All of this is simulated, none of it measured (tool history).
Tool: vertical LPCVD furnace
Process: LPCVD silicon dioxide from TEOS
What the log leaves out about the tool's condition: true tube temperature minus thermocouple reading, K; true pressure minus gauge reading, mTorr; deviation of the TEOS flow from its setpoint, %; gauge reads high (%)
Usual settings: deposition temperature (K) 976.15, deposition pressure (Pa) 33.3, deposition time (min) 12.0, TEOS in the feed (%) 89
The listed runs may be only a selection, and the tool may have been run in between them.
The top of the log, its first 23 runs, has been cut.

run,hour,deposition temperature (K),deposition pressure (Pa),deposition time (min),TEOS in the feed (%),wafers since the last listed run,hours since the last temperature calibration,hours since the pressure gauge was zeroed,hours since the TEOS flow controller was replaced,hours since the gauge calibration,"read-back reference wafer on the same gauge, thickness",film thickness on the monitor wafer in the middle of the boat (angstrom)
# hour 1514.6: gauge calibrated
24,1562.1,965.15,33.3,12.0,89,1302,757.3,531.1,345.2,47.5,113.06,796.8
25,1643.6,984.15,33.3,12.0,75,1653,838.8,612.6,426.7,129.0,112.84,1136.7
26,1751.2,981.15,33.3,12.0,89,2183,946.4,720.2,534.3,236.6,113.04,1161.0
27,1824.8,976.15,33.3,12.0,89,1493,1020.0,793.8,607.9,310.2,112.97,1028.7
28,1928.9,984.15,38.7,15.5,89,2112,1124.1,897.9,712.0,414.3,113.07,1713.9
29,2020.2,976.15,33.3,12.0,77,1852,1215.4,989.2,803.3,505.6,112.98,964.6
30,2110.2,976.15,33.3,12.0,89,1826,1305.4,1079.2,893.3,595.6,112.98,1038.8
31,2184.7,976.15,33.3,12.0,89,1511,1379.9,1153.7,967.8,670.1,113.09,1038.0
32,2254.6,967.15,40.7,14.0,95,1418,1449.8,1223.6,1037.7,740.0,113.17,1122.3

Here are 3 independent what-if runs from the current tool condition. What would each one return?
A,2257.9,976.15,33.3,12.0,89,66,1453.1,1226.9,1041.0,743.3,?,?
B,2257.9,976.15,38.0,12.0,89,66,1453.1,1226.9,1041.0,743.3,?,?
C,2257.9,976.15,26.0,12.0,89,66,1453.1,1226.9,1041.0,743.3,?,?

run,"read-back reference wafer on the same gauge, thickness",film thickness on the monitor wafer in the middle of the boat (angstrom)
A,112.84,1034.7
B,112.84,1104.7
C,112.84,913.8
With no hidden state in the tool, these same runs would have given:
run,film thickness on the monitor wafer in the middle of the boat (angstrom)
A,997.3
B,1064.8
C,880.8
